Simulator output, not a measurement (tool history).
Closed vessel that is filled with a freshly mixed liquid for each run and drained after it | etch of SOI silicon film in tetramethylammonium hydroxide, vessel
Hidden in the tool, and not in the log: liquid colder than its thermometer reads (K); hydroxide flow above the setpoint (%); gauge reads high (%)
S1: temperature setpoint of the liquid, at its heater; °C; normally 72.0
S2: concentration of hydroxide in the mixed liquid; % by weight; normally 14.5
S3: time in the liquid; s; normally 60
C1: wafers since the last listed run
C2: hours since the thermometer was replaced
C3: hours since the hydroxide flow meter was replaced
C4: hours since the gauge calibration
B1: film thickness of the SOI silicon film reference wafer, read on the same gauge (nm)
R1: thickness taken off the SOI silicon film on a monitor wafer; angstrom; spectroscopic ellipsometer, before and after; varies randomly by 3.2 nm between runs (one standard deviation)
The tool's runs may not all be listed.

run	hour	S1	S2	S3	C1	C2	C3	C4	B1	R1
1	0.0	72.0	11.5	90	0	1953.0	1602.8	178.0	150.00	8007.2
2	10.3	72.0	14.5	60	866	1963.3	1613.1	188.3	150.02	4788.3
3	27.1	72.0	14.5	60	1413	1980.1	1629.9	205.1	149.99	4729.3
4	36.3	72.0	14.5	60	774	1989.3	1639.1	214.3	150.01	4792.6
5	52.5	72.0	14.5	60	1363	2005.5	1655.3	230.5	149.99	4755.2
6	59.5	72.0	12.0	60	589	2012.5	1662.3	237.5	149.98	5167.1
7	66.6	72.0	12.0	60	597	2019.6	1669.4	244.6	150.01	5167.7
8	75.8	72.0	12.0	60	774	2028.8	1678.6	253.8	150.00	5195.3
9	87.8	72.0	14.5	60	1009	2040.8	1690.6	265.8	150.00	4747.6
10	98.2	72.0	14.5	75	875	2051.2	1701.0	276.2	149.99	6000.8
# hour 106.8: gauge calibrated
11	110.5	72.0	17.0	60	1035	2063.5	1713.3	3.7	149.99	4440.8
12	122.2	72.0	17.0	60	984	2075.2	1725.0	15.4	149.99	4435.8
13	134.3	72.0	14.5	60	1018	2087.3	1737.1	27.5	149.99	4732.5
14	146.7	72.0	14.5	60	1043	2099.7	1749.5	39.9	150.02	4736.0
15	158.5	77.5	11.5	60	993	2111.5	1761.3	51.7	150.00	7300.6
16	168.8	70.0	16.0	60	866	2121.8	1771.6	62.0	150.00	4146.3
17	184.3	67.5	16.5	50	1304	2137.3	1787.1	77.5	150.01	2889.9
18	196.8	72.0	18.5	60	1052	2149.8	1799.6	90.0	149.99	4332.6
19	209.1	72.0	14.5	60	1035	2162.1	1811.9	102.3	150.02	4791.7
# hour 214.0: hydroxide flow meter replaced
20	225.1	65.0	14.5	60	1262	2178.1	11.1	118.3	149.99	3193.3
21	241.6	72.0	14.5	30	1388	2194.6	27.6	134.8	150.00	2372.7
# hour 252.3: thermometer replaced
22	255.6	72.0	14.5	60	1094	3.3	41.6	148.8	150.00	4759.4
23	263.1	72.0	18.5	60	631	10.8	49.1	156.3	149.98	4409.0
24	271.6	72.0	18.5	60	715	19.3	57.6	164.8	150.00	4345.8
25	288.6	76.5	16.0	60	1430	36.3	74.6	181.8	150.01	5942.4
26	306.4	66.5	14.5	60	1498	54.1	92.4	199.6	150.01	3448.0
27	323.1	72.0	14.5	60	1405	70.8	109.1	216.3	150.01	4815.1
28	340.9	77.5	17.5	70	1498	88.6	126.9	234.1	150.01	7049.2
29	348.9	72.0	14.5	60	673	96.6	134.9	242.1	149.99	4770.9
30	357.4	72.0	13.0	60	715	105.1	143.4	250.6	149.99	5031.0
31	369.8	66.0	11.5	60	1043	117.5	155.8	263.0	149.99	3697.0
32	383.3	68.5	17.5	45	1136	131.0	169.3	276.5	149.99	2723.7
33	391.0	72.0	14.5	60	648	138.7	177.0	284.2	150.02	4732.7

The next listed run, before its measurement:
34	402.5	72.0	14.5	60	967	150.2	188.5	295.7	?	?

{"run 34": {"B1": 149.98, "R1": 4742.2}}
On a tool with no hidden condition, and with the same random variation, this run would have come out at R1 4742.2 angstrom.
